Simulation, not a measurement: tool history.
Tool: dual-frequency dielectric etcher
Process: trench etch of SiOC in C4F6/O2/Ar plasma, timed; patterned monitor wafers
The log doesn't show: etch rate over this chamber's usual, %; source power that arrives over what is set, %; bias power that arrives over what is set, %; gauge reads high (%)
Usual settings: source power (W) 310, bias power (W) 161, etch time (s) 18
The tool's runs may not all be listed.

| run | hour | source power (W) | bias power (W) | etch time (s) | wafers since the last listed run | hours since the last wet clean | hours since the last source power generator calibration | hours since the last bias power generator calibration | hours since the last upper electrode change | hours since the gauge calibration | read-back reference wafer on the same gauge, depth_nm | mean etch depth across the wafer (nm) |
|---|---|---|---|---|---|---|---|---|---|---|---|---|
| 1 | 0 | 310 | 161 | 22.5 | 0 | 205.7 | 4735.9 | 1466.4 | 1276.5 | 127.6 | 36.5 | 37.54 |
| 2 | 35.2 | 310 | 161 | 20.5 | 644 | 240.9 | 4771.1 | 1501.6 | 1311.7 | 162.8 | 36.39 | 34.28 |
| 3 | 47.6 | 310 | 161 | 20.5 | 227 | 253.3 | 4783.5 | 1514 | 1324.1 | 175.2 | 36.4 | 34.33 |
| 4 | 68 | 310 | 161 | 18 | 373 | 273.7 | 4803.9 | 1534.4 | 1344.5 | 195.6 | 36.37 | 29.92 |
| 5 | 97 | 310 | 142 | 18 | 531 | 302.7 | 4832.9 | 1563.4 | 1373.5 | 224.6 | 36.47 | 27.94 |
| 6 | 123.9 | 310 | 142 | 18 | 492 | 329.6 | 4859.8 | 1590.3 | 1400.4 | 251.5 | 36.46 | 27.96 |
| 7 | 150.2 | 310 | 161 | 18 | 481 | 355.9 | 4886.1 | 1616.6 | 1426.7 | 277.8 | 36.38 | 29.64 |
| 8 | 238.2 | 310 | 161 | 18 | 1612 | 443.9 | 4974.1 | 1704.6 | 1514.7 | 365.8 | 36.36 | 29.38 |
| 9 | 263.4 | 310 | 161 | 18 | 461 | 469.1 | 4999.3 | 1729.8 | 1539.9 | 391 | 36.39 | 29.51 |
| 10 | 279.6 | 310 | 161 | 18 | 296 | 485.3 | 5015.5 | 1746 | 1556.1 | 407.2 | 36.36 | 29.5 |
| 11 | 303 | 310 | 161 | 21 | 428 | 508.7 | 5038.9 | 1769.4 | 1579.5 | 430.6 | 36.37 | 34.44 |
|  | 313.6 | source power generator calibrated |
| 12 | 328.3 | 310 | 161 | 18 | 390 | 534 | 14.7 | 1794.7 | 1604.8 | 455.9 | 36.39 | 29.29 |
| 13 | 340.7 | 310 | 151 | 15.5 | 227 | 546.4 | 27.1 | 1807.1 | 1617.2 | 468.3 | 36.42 | 24.39 |
|  | 369.5 | wet clean of the chamber |
| 14 | 370 | 310 | 161 | 18 | 97 | 0.5 | 56.4 | 1836.4 | 1646.5 | 497.6 | 36.42 | 30.84 |
|  | 385.5 | bias power generator calibrated |
| 15 | 392.3 | 250 | 180 | 23 | 335 | 22.8 | 78.7 | 6.8 | 1668.8 | 519.9 | 36.36 | 37.78 |
|  | 396 | gauge calibrated |
| 16 | 412.9 | 310 | 128 | 18 | 377 | 43.4 | 99.3 | 27.4 | 1689.4 | 16.9 | 36.32 | 27.29 |
|  | 465.4 | upper electrode replaced |
| 17 | 465.9 | 340 | 198 | 23 | 531 | 96.4 | 152.3 | 80.4 | 0.5 | 69.9 | 36.45 | 44.71 |
| 18 | 466.3 | 310 | 161 | 18 | 7 | 96.8 | 152.7 | 80.8 | 0.9 | 70.3 | 36.32 | 30.6 |
| 19 | 489 | 310 | 134 | 18 | 415 | 119.5 | 175.4 | 103.5 | 23.6 | 93 | 36.38 | 27.74 |
| 20 | 502.5 | 280 | 124 | 22 | 247 | 133 | 188.9 | 117 | 37.1 | 106.5 | 36.34 | 31.11 |
| 21 | 532.3 | 310 | 161 | 18 | 545 | 162.8 | 218.7 | 146.8 | 66.9 | 136.3 | 36.43 | 30.31 |
| 22 | 548.5 | 270 | 140 | 15.5 | 296 | 179 | 234.9 | 163 | 83.1 | 152.5 | 36.4 | 22.91 |
| 23 | 596.6 | 310 | 161 | 21 | 881 | 227.1 | 283 | 211.1 | 131.2 | 200.6 | 36.39 | 35.14 |

How the hidden state differs across the entries between the runs, from the last listed run before each to the first after it:
Between runs 11 and 12: source power generator calibrated (hour 313.6)
  etch rate over this chamber's usual, %: -5.27 -> -5.49
  measured less the result without the state, mean etch depth across the wafer (nm): -1.92 -> -1.71
Between runs 13 and 14: wet clean of the chamber (hour 369.5)
  etch rate over this chamber's usual, %: -5.6 -> -0.476
  measured less the result without the state, mean etch depth across the wafer (nm): -1.45 -> -0.15
Between runs 14 and 15: bias power generator calibrated (hour 385.5)
  etch rate over this chamber's usual, %: -0.476 -> -0.671
  measured less the result without the state, mean etch depth across the wafer (nm): -0.15 -> -0.26
Between runs 15 and 16: gauge calibrated (hour 396)
  etch rate over this chamber's usual, %: -0.671 -> -0.851
  measured less the result without the state, mean etch depth across the wafer (nm): -0.26 -> -0.24
Between runs 16 and 17: upper electrode replaced (hour 465.4)
  etch rate over this chamber's usual, %: -0.851 -> -1.31
  measured less the result without the state, mean etch depth across the wafer (nm): -0.24 -> -0.59

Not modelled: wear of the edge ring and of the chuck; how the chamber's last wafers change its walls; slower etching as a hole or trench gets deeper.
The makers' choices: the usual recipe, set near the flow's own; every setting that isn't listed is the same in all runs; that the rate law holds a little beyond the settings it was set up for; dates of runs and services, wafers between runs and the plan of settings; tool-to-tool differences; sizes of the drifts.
